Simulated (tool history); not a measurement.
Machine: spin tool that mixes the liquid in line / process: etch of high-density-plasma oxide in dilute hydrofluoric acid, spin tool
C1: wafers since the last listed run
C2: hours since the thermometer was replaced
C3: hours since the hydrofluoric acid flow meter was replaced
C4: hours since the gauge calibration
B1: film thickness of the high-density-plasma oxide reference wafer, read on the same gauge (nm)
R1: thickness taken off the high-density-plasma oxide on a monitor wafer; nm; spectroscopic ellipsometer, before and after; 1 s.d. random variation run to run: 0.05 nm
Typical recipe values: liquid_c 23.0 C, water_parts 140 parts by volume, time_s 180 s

run 1 hour=0.0 | liquid_c=20.5 water_parts=140 time_s=180 | C1=0 C2=48.8 C3=306.3 C4=675.2 | B1=139.98 | R1=6.34
run 2 hour=17.5 | liquid_c=20.5 water_parts=140 time_s=180 | C1=84 C2=66.3 C3=323.8 C4=692.7 | B1=139.99 | R1=6.28
run 3 hour=26.1 | liquid_c=23.0 water_parts=140 time_s=180 | C1=41 C2=74.9 C3=332.4 C4=701.3 | B1=140.01 | R1=7.01
-- hour=31.9 gauge calibrated
run 4 hour=35.4 | liquid_c=23.0 water_parts=140 time_s=180 | C1=44 C2=84.2 C3=341.7 C4=3.5 | B1=140.03 | R1=7.01
run 5 hour=48.1 | liquid_c=23.0 water_parts=140 time_s=235 | C1=61 C2=96.9 C3=354.4 C4=16.2 | B1=140.00 | R1=9.12
run 6 hour=65.4 | liquid_c=23.0 water_parts=140 time_s=235 | C1=83 C2=114.2 C3=371.7 C4=33.5 | B1=140.01 | R1=9.21
run 7 hour=71.8 | liquid_c=23.0 water_parts=120 time_s=180 | C1=30 C2=120.6 C3=378.1 C4=39.9 | B1=140.02 | R1=8.33
run 8 hour=77.8 | liquid_c=21.0 water_parts=195 time_s=235 | C1=28 C2=126.6 C3=384.1 C4=45.9 | B1=140.00 | R1=5.68
run 9 hour=84.5 | liquid_c=18.0 water_parts=140 time_s=180 | C1=32 C2=133.3 C3=390.8 C4=52.6 | B1=139.99 | R1=5.70
run 10 hour=96.1 | liquid_c=23.0 water_parts=140 time_s=180 | C1=55 C2=144.9 C3=402.4 C4=64.2 | B1=140.01 | R1=6.97
run 11 hour=110.7 | liquid_c=19.0 water_parts=105 time_s=230 | C1=70 C2=159.5 C3=417.0 C4=78.8 | B1=139.99 | R1=10.49
run 12 hour=119.1 | liquid_c=21.0 water_parts=195 time_s=140 | C1=40 C2=167.9 C3=425.4 C4=87.2 | B1=140.01 | R1=3.39
run 13 hour=125.7 | liquid_c=21.5 water_parts=90 time_s=145 | C1=31 C2=174.5 C3=432.0 C4=93.8 | B1=140.00 | R1=8.62
run 14 hour=143.6 | liquid_c=23.0 water_parts=100 time_s=140 | C1=86 C2=192.4 C3=449.9 C4=111.7 | B1=140.00 | R1=8.00
run 15 hour=161.8 | liquid_c=23.0 water_parts=140 time_s=180 | C1=87 C2=210.6 C3=468.1 C4=129.9 | B1=140.03 | R1=6.98
run 16 hour=175.1 | liquid_c=23.0 water_parts=140 time_s=180 | C1=64 C2=223.9 C3=481.4 C4=143.2 | B1=139.98 | R1=6.94
run 17 hour=182.6 | liquid_c=23.0 water_parts=195 time_s=115 | C1=36 C2=231.4 C3=488.9 C4=150.7 | B1=140.01 | R1=3.00
run 18 hour=189.5 | liquid_c=26.5 water_parts=140 time_s=180 | C1=33 C2=238.3 C3=495.8 C4=157.6 | B1=139.98 | R1=8.03
-- hour=201.5 hydrofluoric acid flow meter replaced
run 19 hour=205.2 | liquid_c=18.0 water_parts=140 time_s=180 | C1=70 C2=254.0 C3=3.7 C4=173.3 | B1=139.99 | R1=5.72
run 20 hour=212.0 | liquid_c=19.0 water_parts=120 time_s=150 | C1=32 C2=260.8 C3=10.5 C4=180.1 | B1=140.01 | R1=5.90
run 21 hour=228.3 | liquid_c=25.5 water_parts=170 time_s=245 | C1=78 C2=277.1 C3=26.8 C4=196.4 | B1=139.99 | R1=8.17
run 22 hour=237.6 | liquid_c=23.0 water_parts=140 time_s=180 | C1=44 C2=286.4 C3=36.1 C4=205.7 | B1=140.02 | R1=7.01
run 23 hour=247.0 | liquid_c=23.0 water_parts=140 time_s=180 | C1=45 C2=295.8 C3=45.5 C4=215.1 | B1=140.00 | R1=6.98
run 24 hour=259.3 | liquid_c=25.5 water_parts=100 time_s=225 | C1=59 C2=308.1 C3=57.8 C4=227.4 | B1=139.98 | R1=14.18
run 25 hour=275.1 | liquid_c=23.0 water_parts=140 time_s=285 | C1=76 C2=323.9 C3=73.6 C4=243.2 | B1=140.01 | R1=11.08
run 26 hour=291.9 | liquid_c=23.0 water_parts=140 time_s=255 | C1=80 C2=340.7 C3=90.4 C4=260.0 | B1=139.98 | R1=9.74
run 27 hour=306.5 | liquid_c=27.0 water_parts=140 time_s=180 | C1=70 C2=355.3 C3=105.0 C4=274.6 | B1=140.00 | R1=8.17
run 28 hour=315.2 | liquid_c=21.5 water_parts=140 time_s=180 | C1=41 C2=364.0 C3=113.7 C4=283.3 | B1=140.00 | R1=6.61
run 29 hour=327.0 | liquid_c=24.5 water_parts=140 time_s=85 | C1=56 C2=375.8 C3=125.5 C4=295.1 | B1=140.01 | R1=3.53
run 30 hour=333.3 | liquid_c=23.0 water_parts=140 time_s=180 | C1=30 C2=382.1 C3=131.8 C4=301.4 | B1=140.02 | R1=7.01
run 31 hour=351.2 | liquid_c=23.0 water_parts=140 time_s=180 | C1=86 C2=400.0 C3=149.7 C4=319.3 | B1=140.03 | R1=7.06
run 32 hour=362.3 | liquid_c=18.5 water_parts=140 time_s=125 | C1=53 C2=411.1 C3=160.8 C4=330.4 | B1=140.00 | R1=4.04

4 ways to go on from here, each from the tool as it stands after run 32. What would each give?
run A hour=362.8 | liquid_c=23.0 water_parts=160 time_s=180 | C1=2 C2=411.6 C3=161.3 C4=330.9 | B1=? | R1=?
run B hour=362.8 | liquid_c=27.5 water_parts=140 time_s=180 | C1=2 C2=411.6 C3=161.3 C4=330.9 | B1=? | R1=?
run C hour=362.8 | liquid_c=23.0 water_parts=140 time_s=75 | C1=2 C2=411.6 C3=161.3 C4=330.9 | B1=? | R1=?
run D hour=362.8 | liquid_c=26.5 water_parts=205 time_s=105 | C1=2 C2=411.6 C3=161.3 C4=330.9 | B1=? | R1=?

run=A B1=140.02 R1=6.05
run=B B1=140.02 R1=8.39
run=C B1=140.02 R1=2.95
run=D B1=140.02 R1=2.98
The same runs, with their run-to-run variation unchanged, on a tool lacking any hidden condition would have given:
run=A R1=6.05
run=B R1=8.39
run=C R1=2.95
run=D R1=2.98
